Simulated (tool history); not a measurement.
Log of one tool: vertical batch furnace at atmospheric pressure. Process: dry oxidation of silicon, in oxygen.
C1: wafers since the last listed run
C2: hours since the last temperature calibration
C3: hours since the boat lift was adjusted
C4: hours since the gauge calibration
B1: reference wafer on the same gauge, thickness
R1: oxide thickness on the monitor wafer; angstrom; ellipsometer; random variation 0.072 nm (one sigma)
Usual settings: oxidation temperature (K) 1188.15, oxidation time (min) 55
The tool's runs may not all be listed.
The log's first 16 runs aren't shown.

{"run": 17, "day": 16.008, "oxidation temperature (K)": 1180.15, "oxidation time (min)": 67, "C1": 176, "C2": 2556.9, "C3": 5401.2, "C4": 101.2, "B1": 27.4, "R1": 332.3}
{"run": 18, "day": 16.708, "oxidation temperature (K)": 1207.15, "oxidation time (min)": 72, "C1": 197, "C2": 2573.7, "C3": 5418, "C4": 118, "B1": 27.39, "R1": 402.8}
{"run": 19, "day": 18.208, "oxidation temperature (K)": 1188.15, "oxidation time (min)": 41, "C1": 423, "C2": 2609.7, "C3": 5454, "C4": 154, "B1": 27.38, "R1": 293}
{"run": 20, "day": 19.133, "oxidation temperature (K)": 1202.15, "oxidation time (min)": 44.5, "C1": 261, "C2": 2631.9, "C3": 5476.2, "C4": 176.2, "B1": 27.38, "R1": 323.3}
{"day": 20.688, "done": "thermocouples replaced and temperature profile calibrated"}
{"run": 21, "day": 20.708, "oxidation temperature (K)": 1168.15, "oxidation time (min)": 46.5, "C1": 162, "C2": 0.5, "C3": 5514, "C4": 214, "B1": 27.38, "R1": 279.6}
{"day": 21.762, "done": "boat lift adjusted"}
{"run": 22, "day": 21.796, "oxidation temperature (K)": 1174.15, "oxidation time (min)": 32.5, "C1": 24, "C2": 26.6, "C3": 0.8, "C4": 240.1, "B1": 27.41, "R1": 261.9}
{"run": 23, "day": 22.4, "oxidation temperature (K)": 1163.15, "oxidation time (min)": 72, "C1": 170, "C2": 41.1, "C3": 15.3, "C4": 254.6, "B1": 27.4, "R1": 310.5}
{"run": 24, "day": 23.467, "oxidation temperature (K)": 1188.15, "oxidation time (min)": 55, "C1": 301, "C2": 66.7, "C3": 40.9, "C4": 280.2, "B1": 27.41, "R1": 322}
{"run": 25, "day": 24.654, "oxidation temperature (K)": 1177.15, "oxidation time (min)": 36.5, "C1": 335, "C2": 95.2, "C3": 69.4, "C4": 308.7, "B1": 27.4, "R1": 273.1}
{"run": 26, "day": 26.092, "oxidation temperature (K)": 1194.15, "oxidation time (min)": 55, "C1": 405, "C2": 129.7, "C3": 103.9, "C4": 343.2, "B1": 27.4, "R1": 334.1}
{"run": 27, "day": 26.862, "oxidation temperature (K)": 1207.15, "oxidation time (min)": 39.5, "C1": 217, "C2": 148.2, "C3": 122.4, "C4": 361.7, "B1": 27.43, "R1": 317.4}
{"run": 28, "day": 28.346, "oxidation temperature (K)": 1198.15, "oxidation time (min)": 55, "C1": 418, "C2": 183.8, "C3": 158, "C4": 397.3, "B1": 27.39, "R1": 340.4}
{"run": 29, "day": 29.138, "oxidation temperature (K)": 1210.15, "oxidation time (min)": 71, "C1": 223, "C2": 202.8, "C3": 177, "C4": 416.3, "B1": 27.42, "R1": 408.9}
{"run": 30, "day": 33.121, "oxidation temperature (K)": 1175.15, "oxidation time (min)": 40, "C1": 1124, "C2": 298.4, "C3": 272.6, "C4": 511.9, "B1": 27.41, "R1": 276.4}
{"run": 31, "day": 33.712, "oxidation temperature (K)": 1206.15, "oxidation time (min)": 78.5, "C1": 167, "C2": 312.6, "C3": 286.8, "C4": 526.1, "B1": 27.38, "R1": 417.9}
{"run": 32, "day": 34.221, "oxidation temperature (K)": 1167.15, "oxidation time (min)": 69.5, "C1": 143, "C2": 324.8, "C3": 299, "C4": 538.3, "B1": 27.39, "R1": 314.8}
{"run": 33, "day": 34.946, "oxidation temperature (K)": 1188.15, "oxidation time (min)": 55, "C1": 204, "C2": 342.2, "C3": 316.4, "C4": 555.7, "B1": 27.42, "R1": 323.1}
{"run": 34, "day": 36.125, "oxidation temperature (K)": 1188.15, "oxidation time (min)": 55, "C1": 332, "C2": 370.5, "C3": 344.7, "C4": 584, "B1": 27.4, "R1": 322.9}

Forecast each of these 4 alternatives for the next run:
{"run": "A", "day": 36.346, "oxidation temperature (K)": 1188.15, "oxidation time (min)": 55, "C1": 62, "C2": 375.8, "C3": 350, "C4": 589.3, "B1": "?", "R1": "?"}
{"run": "B", "day": 36.346, "oxidation temperature (K)": 1174.15, "oxidation time (min)": 55, "C1": 62, "C2": 375.8, "C3": 350, "C4": 589.3, "B1": "?", "R1": "?"}
{"run": "C", "day": 36.346, "oxidation temperature (K)": 1195.15, "oxidation time (min)": 68.5, "C1": 62, "C2": 375.8, "C3": 350, "C4": 589.3, "B1": "?", "R1": "?"}
{"run": "D", "day": 36.346, "oxidation temperature (K)": 1207.15, "oxidation time (min)": 55, "C1": 62, "C2": 375.8, "C3": 350, "C4": 589.3, "B1": "?", "R1": "?"}

run=A B1=27.39 R1=324.7
run=B B1=27.39 R1=302.7
run=C B1=27.39 R1=367.6
run=D B1=27.39 R1=361.3
Without the tool's hidden state the same runs would have given:
run=A R1=324.7
run=B R1=302.7
run=C R1=367.6
run=D R1=361.3
